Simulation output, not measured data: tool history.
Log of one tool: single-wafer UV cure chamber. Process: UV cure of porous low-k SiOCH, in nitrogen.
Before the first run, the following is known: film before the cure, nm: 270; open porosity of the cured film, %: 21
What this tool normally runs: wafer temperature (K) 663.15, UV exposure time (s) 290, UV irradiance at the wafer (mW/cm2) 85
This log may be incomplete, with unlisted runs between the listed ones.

run   hour  wafer temperature (K)  UV exposure time (s)  UV irradiance at the wafer (mW/cm2)  loss of film thickness in the cure (%)
  1    0.0                 663.15                   290                                  116                                  12.127
  2   30.5                 663.15                   290                                  116                                  12.249
  3   57.6                 663.15                   290                                   85                                  10.684
  4   92.2                 663.15                   290                                   85                                  10.659
  5  126.0                 675.15                   290                                  108                                  11.849
  6  153.3                 675.15                   290                                  108                                  11.985
  7  188.0                 651.15                   290                                   85                                  10.284
  8  205.8                 651.15                   290                                   85                                  10.360
  9  220.0                 663.15                   180                                   85                                   8.239
 10  244.0                 663.15                   290                                   85                                  10.511
 11  278.4                 663.15                   290                                   85                                  10.462
 12  291.1                 663.15                   290                                   85                                  10.402
 13  316.0                 663.15                   290                                   85                                  10.200
 14  349.1                 663.15                   400                                  107                                  12.977
     373.2  -- quartz window cleaned
 15  374.1                 663.15                   290                                   85                                  10.363
 16  387.8                 670.15                   455                                   65                                  11.236
 17  421.9                 678.15                   200                                   47                                   6.416
 18  441.3                 671.15                   120                                  118                                   7.952
 19  454.7                 663.15                   290                                   85                                  10.320
     466.0  -- UV bulbs replaced
 20  485.7                 663.15                   290                                   85                                  12.841
 21  551.9                 663.15                   290                                  123                                  14.683
 22  580.8                 650.15                   290                                  119                                  13.972
 23  598.4                 678.15                   200                                   47                                   8.454
 24  624.9                 663.15                   290                                   85                                  12.577
 25  653.8                 678.15                   230                                   85                                  11.829
 26  724.0                 671.15                   375                                  103                                  15.231

Each row is a separate what-if for the run after 26, all from the same tool condition, not one after another. Results?
  A  724.5                 663.15                   430                                   85                                       ?
  B  724.5                 670.15                   290                                   65                                       ?
  C  724.5                 669.15                   225                                   98                                       ?
  D  724.5                 663.15                   140                                   72                                       ?
  E  724.5                 678.15                   150                                   69                                       ?

run  loss of film thickness in the cure (%)
  A                                  14.389
  B                                  11.343
  C                                  12.058
  D                                   8.422
  E                                   8.788
With no hidden state in the tool, these same runs would have given:
run  loss of film thickness in the cure (%)
  A                                  14.588
  B                                  11.530
  C                                  12.249
  D                                   8.596
  E                                   8.963

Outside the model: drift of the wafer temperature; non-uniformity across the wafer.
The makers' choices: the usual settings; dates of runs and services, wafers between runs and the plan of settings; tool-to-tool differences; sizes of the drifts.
